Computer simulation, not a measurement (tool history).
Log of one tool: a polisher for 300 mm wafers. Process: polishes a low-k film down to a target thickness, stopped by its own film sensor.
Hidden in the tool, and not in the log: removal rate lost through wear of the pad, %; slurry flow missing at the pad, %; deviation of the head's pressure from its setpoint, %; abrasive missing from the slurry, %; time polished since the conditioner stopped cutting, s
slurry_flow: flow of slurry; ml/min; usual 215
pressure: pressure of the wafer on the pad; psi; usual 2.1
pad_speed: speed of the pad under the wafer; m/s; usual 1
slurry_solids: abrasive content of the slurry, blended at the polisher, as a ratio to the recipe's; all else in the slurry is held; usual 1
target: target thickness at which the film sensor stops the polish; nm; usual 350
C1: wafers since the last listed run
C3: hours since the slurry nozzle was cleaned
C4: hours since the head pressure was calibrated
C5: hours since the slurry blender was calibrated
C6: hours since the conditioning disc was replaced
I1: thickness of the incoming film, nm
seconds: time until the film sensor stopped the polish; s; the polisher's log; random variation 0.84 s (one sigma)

{"run": 1, "day": 0.0, "slurry_flow": 215, "pressure": 2.1, "pad_speed": 1, "slurry_solids": 1, "target": 350, "C1": 0, "wafers polished on this pad": 2622, "C3": 623.3, "C4": 792.6, "C5": 202.8, "C6": 220.4, "I1": 382.1, "seconds": 77.6}
{"day": 0.404, "done": "worn pad replaced by a new one"}
{"day": 0.75, "done": "slurry nozzle cleaned"}
{"run": 2, "day": 1.267, "slurry_flow": 215, "pressure": 2.1, "pad_speed": 1, "slurry_solids": 1, "target": 350, "C1": 297, "wafers polished on this pad": 230, "C3": 12.4, "C4": 823, "C5": 233.2, "C6": 250.8, "I1": 375.2, "seconds": 63.1}
{"run": 3, "day": 1.938, "slurry_flow": 215, "pressure": 2.4, "pad_speed": 0.7, "slurry_solids": 1, "target": 350, "C1": 188, "wafers polished on this pad": 419, "C3": 28.5, "C4": 839.1, "C5": 249.3, "C6": 266.9, "I1": 374.4, "seconds": 74.3}
{"run": 4, "day": 2.446, "slurry_flow": 285, "pressure": 2.1, "pad_speed": 1, "slurry_solids": 1.15, "target": 343, "C1": 143, "wafers polished on this pad": 562, "C3": 40.7, "C4": 851.3, "C5": 261.5, "C6": 279.1, "I1": 376.3, "seconds": 77.3}
{"day": 2.996, "done": "slurry blender recalibrated"}
{"run": 5, "day": 4.092, "slurry_flow": 285, "pressure": 2.1, "pad_speed": 0.84, "slurry_solids": 0.75, "target": 344, "C1": 439, "wafers polished on this pad": 1002, "C3": 80.2, "C4": 890.8, "C5": 26.3, "C6": 318.6, "I1": 372.1, "seconds": 85.4}
{"run": 6, "day": 5.092, "slurry_flow": 215, "pressure": 2.1, "pad_speed": 0.9, "slurry_solids": 1.15, "target": 357, "C1": 281, "wafers polished on this pad": 1283, "C3": 104.2, "C4": 914.8, "C5": 50.3, "C6": 342.6, "I1": 382.1, "seconds": 67.4}
{"run": 7, "day": 6.508, "slurry_flow": 215, "pressure": 2.1, "pad_speed": 1, "slurry_solids": 1, "target": 350, "C1": 398, "wafers polished on this pad": 1681, "C3": 138.2, "C4": 948.8, "C5": 84.3, "C6": 376.6, "I1": 375.9, "seconds": 68.1}
{"run": 8, "day": 7.492, "slurry_flow": 150, "pressure": 2.1, "pad_speed": 1, "slurry_solids": 1.15, "target": 350, "C1": 276, "wafers polished on this pad": 1958, "C3": 161.8, "C4": 972.4, "C5": 107.9, "C6": 400.2, "I1": 380.2, "seconds": 82}
{"run": 9, "day": 8.442, "slurry_flow": 215, "pressure": 2.1, "pad_speed": 1.12, "slurry_solids": 1, "target": 341, "C1": 267, "wafers polished on this pad": 2225, "C3": 184.6, "C4": 995.2, "C5": 130.7, "C6": 423, "I1": 384.6, "seconds": 101.1}
{"day": 8.962, "done": "slurry nozzle cleaned, repeated, since the last time left the tool worse"}
{"day": 10.275, "done": "worn pad replaced by a new one"}
{"run": 10, "day": 11.221, "slurry_flow": 270, "pressure": 2.1, "pad_speed": 1, "slurry_solids": 0.8, "target": 350, "C1": 723, "wafers polished on this pad": 265, "C3": 54.2, "C4": 1061.9, "C5": 197.4, "C6": 489.7, "I1": 379.7, "seconds": 73.5}
{"run": 11, "day": 11.762, "slurry_flow": 215, "pressure": 2.1, "pad_speed": 1, "slurry_solids": 1, "target": 350, "C1": 152, "wafers polished on this pad": 418, "C3": 67.2, "C4": 1074.9, "C5": 210.4, "C6": 502.7, "I1": 378.7, "seconds": 67.6}
{"run": 12, "day": 12.446, "slurry_flow": 170, "pressure": 2.5, "pad_speed": 1, "slurry_solids": 0.75, "target": 350, "C1": 192, "wafers polished on this pad": 610, "C3": 83.6, "C4": 1091.3, "C5": 226.8, "C6": 519.1, "I1": 382, "seconds": 76.6}
{"run": 13, "day": 13.388, "slurry_flow": 215, "pressure": 2.1, "pad_speed": 1, "slurry_solids": 1, "target": 350, "C1": 264, "wafers polished on this pad": 875, "C3": 106.2, "C4": 1113.9, "C5": 249.4, "C6": 541.7, "I1": 384.8, "seconds": 81.9}
{"run": 14, "day": 14.038, "slurry_flow": 215, "pressure": 2.1, "pad_speed": 0.9, "slurry_solids": 1.15, "target": 357, "C1": 182, "wafers polished on this pad": 1058, "C3": 121.8, "C4": 1129.5, "C5": 265, "C6": 557.3, "I1": 387.5, "seconds": 75.7}
{"day": 14.762, "done": "slurry blender recalibrated"}
{"run": 15, "day": 14.783, "slurry_flow": 215, "pressure": 2.1, "pad_speed": 1, "slurry_solids": 1, "target": 350, "C1": 186, "wafers polished on this pad": 1244, "C3": 139.7, "C4": 1147.4, "C5": 0.5, "C6": 575.2, "I1": 376.1, "seconds": 62.2}
{"run": 16, "day": 15.725, "slurry_flow": 270, "pressure": 1.6, "pad_speed": 1, "slurry_solids": 1.1, "target": 350, "C1": 264, "wafers polished on this pad": 1509, "C3": 162.3, "C4": 1170, "C5": 23.1, "C6": 597.8, "I1": 384.1, "seconds": 90.4}
{"day": 16.338, "done": "head pressure recalibrated"}
{"day": 16.533, "done": "conditioning disc replaced and pad reconditioned"}
{"run": 17, "day": 16.571, "slurry_flow": 215, "pressure": 2.1, "pad_speed": 0.86, "slurry_solids": 1.15, "target": 350, "C1": 191, "wafers polished on this pad": 1700, "C3": 182.6, "C4": 5.6, "C5": 43.4, "C6": 0.9, "I1": 378.7, "seconds": 74.8}
{"run": 18, "day": 17.983, "slurry_flow": 215, "pressure": 1.7, "pad_speed": 1, "slurry_solids": 1, "target": 341, "C1": 397, "wafers polished on this pad": 2098, "C3": 216.5, "C4": 39.5, "C5": 77.3, "C6": 34.8, "I1": 386.2, "seconds": 124.4}
{"day": 21.242, "done": "worn pad replaced by a new one"}
{"run": 19, "day": 21.329, "slurry_flow": 215, "pressure": 2.1, "pad_speed": 1, "slurry_solids": 1, "target": 350, "C1": 894, "wafers polished on this pad": 25, "C3": 296.8, "C4": 119.8, "C5": 157.6, "C6": 115.1, "I1": 377, "seconds": 65.3}
{"run": 20, "day": 22.642, "slurry_flow": 215, "pressure": 2.1, "pad_speed": 1, "slurry_solids": 1, "target": 350, "C1": 369, "wafers polished on this pad": 394, "C3": 328.3, "C4": 151.3, "C5": 189.1, "C6": 146.6, "I1": 387.2, "seconds": 89.4}
{"run": 21, "day": 23.333, "slurry_flow": 215, "pressure": 2.1, "pad_speed": 1, "slurry_solids": 1, "target": 350, "C1": 194, "wafers polished on this pad": 589, "C3": 344.9, "C4": 167.9, "C5": 205.7, "C6": 163.2, "I1": 383.4, "seconds": 82.5}
{"run": 22, "day": 24.683, "slurry_flow": 180, "pressure": 2.3, "pad_speed": 1, "slurry_solids": 1, "target": 350, "C1": 379, "wafers polished on this pad": 968, "C3": 377.3, "C4": 200.3, "C5": 238.1, "C6": 195.6, "I1": 376.5, "seconds": 60.8}

Forecast run 23:
{"day": 24.779, "done": "slurry blender recalibrated"}
{"run": 23, "day": 25.846, "slurry_flow": 215, "pressure": 1.5, "pad_speed": 1, "slurry_solids": 1.3, "target": 350, "C1": 303, "wafers polished on this pad": 1272, "C3": 405.2, "C4": 228.2, "C5": 25.6, "C6": 223.5, "I1": 375.4, "seconds": "?"}

seconds: 70.4 s
Without the tool's hidden state the same run would have given seconds 68.1 s.

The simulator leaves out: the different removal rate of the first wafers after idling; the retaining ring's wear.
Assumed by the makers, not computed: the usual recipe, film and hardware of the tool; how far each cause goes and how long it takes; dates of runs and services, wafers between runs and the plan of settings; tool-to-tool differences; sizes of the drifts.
